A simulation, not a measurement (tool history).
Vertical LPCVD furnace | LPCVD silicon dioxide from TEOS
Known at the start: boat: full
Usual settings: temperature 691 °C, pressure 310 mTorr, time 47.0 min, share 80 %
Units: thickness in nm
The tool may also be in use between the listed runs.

run,hour,temperature,pressure,time,share,wafers since the last listed run,hours since the last temperature calibration,hours since the pressure gauge was zeroed,hours since the TEOS flow controller was replaced,hours since the gauge calibration,"read-back reference wafer on the same gauge, thickness",thickness
1,0.0,691,355,35.0,80,0,4156.7,3972.5,2588.4,687.9,249.92,249.02
2,6.3,691,355,35.0,80,113,4163.0,3978.8,2594.7,694.2,250.05,248.04
# hour 19.8: gauge calibrated
3,20.0,691,310,47.0,71,246,4176.7,3992.5,2608.4,0.2,249.98,293.88
4,26.9,691,310,47.0,71,124,4183.6,3999.4,2615.3,7.1,250.07,293.67
5,38.3,691,310,47.0,88,204,4195.0,4010.8,2626.7,18.5,249.97,326.74
6,52.1,691,310,47.0,88,248,4208.8,4024.6,2640.5,32.3,250.00,326.89
7,64.3,691,310,47.0,88,219,4221.0,4036.8,2652.7,44.5,249.90,327.59
# hour 98.1: pressure gauge zeroed
8,98.6,691,250,34.0,95,185,4255.3,0.5,2687.0,78.8,249.99,219.87
# hour 123.1: TEOS flow controller replaced
# hour 146.0: thermocouples replaced and temperature profile calibrated
9,146.5,680,375,47.0,67,18,0.5,48.4,23.4,126.7,249.99,226.83
10,150.6,691,310,30.0,80,73,4.6,52.5,27.5,130.8,249.94,188.07
11,154.7,691,310,47.0,80,73,8.7,56.6,31.6,134.9,250.05,294.08
12,158.8,681,310,31.0,93,73,12.8,60.7,35.7,139.0,249.97,164.87
13,162.9,682,290,59.0,75,73,16.9,64.8,39.8,143.1,249.93,278.79
14,172.9,703,255,55.0,65,179,26.9,74.8,49.8,153.1,250.00,373.21
15,186.3,691,270,47.0,68,240,40.3,88.2,63.2,166.5,249.98,253.60
16,199.3,703,310,41.5,91,233,53.3,101.2,76.2,179.5,249.98,367.57
17,215.3,691,310,47.0,80,287,69.3,117.2,92.2,195.5,250.04,294.86
18,228.3,694,370,58.5,84,233,82.3,130.2,105.2,208.5,249.95,441.42
19,244.8,699,290,47.0,66,296,98.8,146.7,121.7,225.0,249.99,312.61
20,273.8,680,255,37.0,80,521,127.8,175.7,150.7,254.0,249.94,162.13
21,283.7,691,310,47.0,80,177,137.7,185.6,160.6,263.9,249.94,295.22
22,299.1,691,370,42.0,80,276,153.1,201.0,176.0,279.3,250.01,288.44
23,317.0,691,235,52.0,71,321,171.0,218.9,193.9,297.2,250.09,269.04

Run 24 comes next. What will it give?
24,324.3,691,270,47.0,68,131,178.3,226.2,201.2,304.5,?,?

read-back reference wafer on the same gauge, thickness: 250.01
thickness: 255.24 nm
Without the tool's hidden state the same run would have given thickness 252.13 nm.
